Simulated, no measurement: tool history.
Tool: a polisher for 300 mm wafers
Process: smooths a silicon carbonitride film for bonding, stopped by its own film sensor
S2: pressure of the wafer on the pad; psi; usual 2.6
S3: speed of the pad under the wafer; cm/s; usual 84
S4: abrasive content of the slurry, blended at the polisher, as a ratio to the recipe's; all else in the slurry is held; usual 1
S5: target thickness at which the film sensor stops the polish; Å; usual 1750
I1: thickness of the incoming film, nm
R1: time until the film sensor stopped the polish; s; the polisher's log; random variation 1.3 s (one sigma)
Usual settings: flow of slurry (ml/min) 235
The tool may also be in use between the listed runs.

Run 1, hour 0: usual settings but flow of slurry (ml/min) 175; I1 200.3. Result: R1 113 s.
At hour 22.7: slurry blender recalibrated.
Run 2, hour 49.9: usual settings but flow of slurry (ml/min) 175; I1 200.7. Result: R1 113 s.
At hour 68.7: worn pad replaced by a new one.
Run 3, hour 75.1: usual settings but S2 2.1 psi; I1 198.2. Result: R1 114.9 s.
Run 4, hour 124.3: usual settings but S2 2.1 psi; I1 200.4. Result: R1 126 s.
Run 5, hour 166: usual settings but S2 2.1 psi; I1 200. Result: R1 128.5 s.
At hour 207.9: slurry nozzle cleaned.
At hour 222: worn pad replaced by a new one.
Run 6, hour 222.5: usual settings but S5 1690 Å; I1 200.4. Result: R1 124.8 s.
Run 7, hour 257.5: usual settings but S5 1690 Å; I1 201.1. Result: R1 126.6 s.
At hour 279.6: slurry blender recalibrated.
Run 8, hour 290.6: usual settings but S5 1690 Å; I1 199.1. Result: R1 125.1 s.
Run 9, hour 362.2: usual settings; I1 203.3. Result: R1 120.9 s.
At hour 384.6: worn pad replaced by a new one.
Run 10, hour 402.6: usual settings but flow of slurry (ml/min) 155, S2 3.1 psi, S3 96 cm/s, S5 1700 Å; I1 203.1. Result: R1 127.2 s.
Run 11, hour 427.2: usual settings but flow of slurry (ml/min) 295, S2 2.1 psi, S4 0.9, S5 1700 Å; I1 202.9. Result: R1 161.5 s.
At hour 442.4: head pressure recalibrated.
Run 12, hour 498.1: usual settings but flow of slurry (ml/min) 270, S2 2.9 psi, S4 1.25; I1 197.4. Result: R1 72.4 s.
At hour 532.6: worn pad replaced by a new one.
At hour 540.4: slurry nozzle cleaned.
Run 13, hour 546.7: usual settings but flow of slurry (ml/min) 290, S2 3.4 psi, S5 1800 Å; I1 201.8. Result: R1 65.1 s.
At hour 575.8: slurry blender recalibrated.
Run 14, hour 594.7: usual settings; I1 201.1. Result: R1 100.8 s.
Run 15, hour 619.4: usual settings but flow of slurry (ml/min) 210; I1 200.7. Result: R1 105.3 s.
Run 16, hour 648: usual settings but S2 3.1 psi, S3 108 cm/s, S4 1.25; I1 204.2. Result: R1 81.6 s.
At hour 661.5: worn pad replaced by a new one.
Run 17, hour 687.9: usual settings but flow of slurry (ml/min) 260; I1 201.1. Result: R1 102.8 s.
Run 18, hour 754.5: usual settings but S2 2.1 psi; I1 199.5. Result: R1 121.3 s.

5 ways to go on from here, each from the tool as it stands after run 18. What would each give?
Run A, hour 754.9: usual settings; I1 197.5. Result: R1 ?.
Run B, hour 754.9: usual settings but S3 58 cm/s, S4 0.75, S5 1680 Å; I1 197.5. Result: R1 ?.
Run C, hour 754.9: usual settings but S3 110 cm/s, S5 1680 Å; I1 197.5. Result: R1 ?.
Run D, hour 754.9: usual settings but S5 1680 Å; I1 197.5. Result: R1 ?.
Run E, hour 754.9: usual settings but S2 3.5 psi, S3 56 cm/s, S5 1670 Å; I1 197.5. Result: R1 ?.

run     R1
  A   93.1
  B  167.2
  C  104.5
  D  122.1
  E  123.1
Without the tool's hidden state the same runs would have given:
run     R1
  A   80.4
  B  144.3
  C   90.2
  D  105.3
  E  106.2

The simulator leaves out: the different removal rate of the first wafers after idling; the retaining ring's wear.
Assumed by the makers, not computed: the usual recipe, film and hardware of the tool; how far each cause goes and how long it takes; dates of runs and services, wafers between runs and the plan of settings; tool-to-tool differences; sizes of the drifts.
